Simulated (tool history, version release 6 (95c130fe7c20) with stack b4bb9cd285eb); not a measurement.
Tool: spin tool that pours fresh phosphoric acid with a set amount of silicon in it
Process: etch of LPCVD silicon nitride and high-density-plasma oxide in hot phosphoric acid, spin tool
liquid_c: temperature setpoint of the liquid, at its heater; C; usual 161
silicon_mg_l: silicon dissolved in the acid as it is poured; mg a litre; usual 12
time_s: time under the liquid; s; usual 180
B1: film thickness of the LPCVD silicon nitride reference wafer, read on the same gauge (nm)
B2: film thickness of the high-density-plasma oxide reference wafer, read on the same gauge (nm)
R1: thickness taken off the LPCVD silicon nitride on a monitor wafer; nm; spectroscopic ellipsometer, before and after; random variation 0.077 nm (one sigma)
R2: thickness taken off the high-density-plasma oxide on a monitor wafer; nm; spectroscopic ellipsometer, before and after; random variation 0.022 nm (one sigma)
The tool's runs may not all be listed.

run 1 day=0 | liquid_c=161 silicon_mg_l=12 time_s=180 | B1=140 B2=69.948 | R1=13.4 R2=0.563
run 2 day=1.383 | liquid_c=161 silicon_mg_l=12 time_s=180 | B1=140.02 B2=70.012 | R1=13.25 R2=0.56
run 3 day=2.725 | liquid_c=161 silicon_mg_l=12 time_s=180 | B1=140 B2=70.05 | R1=13.24 R2=0.568
run 4 day=3.642 | liquid_c=161 silicon_mg_l=12 time_s=180 | B1=140.03 B2=69.995 | R1=13.18 R2=0.53
run 5 day=4.45 | liquid_c=161 silicon_mg_l=12 time_s=180 | B1=140 B2=69.958 | R1=13.32 R2=0.551
run 6 day=6.554 | liquid_c=161 silicon_mg_l=9 time_s=135 | B1=140 B2=70.012 | R1=10.88 R2=0.527
run 7 day=7.596 | liquid_c=163.5 silicon_mg_l=19 time_s=180 | B1=140.01 B2=70.013 | R1=15.7 R2=0.653
run 8 day=8.708 | liquid_c=159.5 silicon_mg_l=12 time_s=135 | B1=140 B2=70.037 | R1=10.29 R2=0.433
run 9 day=10.067 | liquid_c=161 silicon_mg_l=12 time_s=260 | B1=140 B2=69.955 | R1=20.72 R2=0.919
run 10 day=10.6 | liquid_c=161 silicon_mg_l=12 time_s=180 | B1=140.02 B2=70.007 | R1=14.31 R2=0.652
run 11 day=11.821 | liquid_c=161 silicon_mg_l=12 time_s=180 | B1=140 B2=69.983 | R1=14.32 R2=0.65
run 12 day=13.25 | liquid_c=161 silicon_mg_l=12 time_s=180 | B1=139.99 B2=69.992 | R1=14.35 R2=0.652
run 13 day=14.367 | liquid_c=159 silicon_mg_l=4.5 time_s=180 | B1=140.02 B2=70.013 | R1=13.4 R2=0.65
run 14 day=15.571 | liquid_c=161 silicon_mg_l=7 time_s=90 | B1=139.98 B2=70.01 | R1=7.63 R2=0.395
run 15 day=16.904 | liquid_c=163 silicon_mg_l=12 time_s=105 | B1=140.04 B2=70.052 | R1=9.44 R2=0.534
run 16 day=17.646 | liquid_c=161 silicon_mg_l=12 time_s=180 | B1=140 B2=69.982 | R1=15.33 R2=0.724
run 17 day=18.275 | liquid_c=159 silicon_mg_l=7.5 time_s=180 | B1=140.01 B2=69.983 | R1=14.19 R2=0.691
run 18 day=19.771 | liquid_c=158.5 silicon_mg_l=20 time_s=265 | B1=140 B2=69.995 | R1=20.39 R2=0.714
run 19 day=21.183 | liquid_c=158.5 silicon_mg_l=12 time_s=180 | B1=140.01 B2=70.002 | R1=13.87 R2=0.598
run 20 day=22.417 | liquid_c=161 silicon_mg_l=12 time_s=90 | B1=140 B2=69.987 | R1=7.59 R2=0.36

Taken out of this log: 4 entries between the listed runs. Where each belongs, and how the hidden state differs across it:
Between runs 2 and 3: dissolved silicon flow meter replaced (day 2.388)
  liquid colder than its thermometer reads (K): 2.78 -> 2.81; temperature lost on the way to the wafer (K): 1.96 -> 1.99
  measured less the result without the state, R1: -2.29 -> -2.33 nm; R2: -0.236 -> -0.245 nm
Between runs 5 and 6: gauge calibrated (day 4.788); thermometer replaced (day 5.158)
  liquid colder than its thermometer reads (K): 2.85 -> 0.323; temperature lost on the way to the wafer (K): 2.04 -> 2.1
  measured less the result without the state, R1: -2.4 -> -0.92 nm; R2: -0.243 -> -0.103 nm
Between runs 13 and 14: heated supply line repaired (day 14.871)
  liquid colder than its thermometer reads (K): 0.507 -> 0.535; temperature lost on the way to the wafer (K): 2.32 -> 0.206
  measured less the result without the state, R1: -1.35 -> -0.19 nm; R2: -0.153 -> -0.022 nm
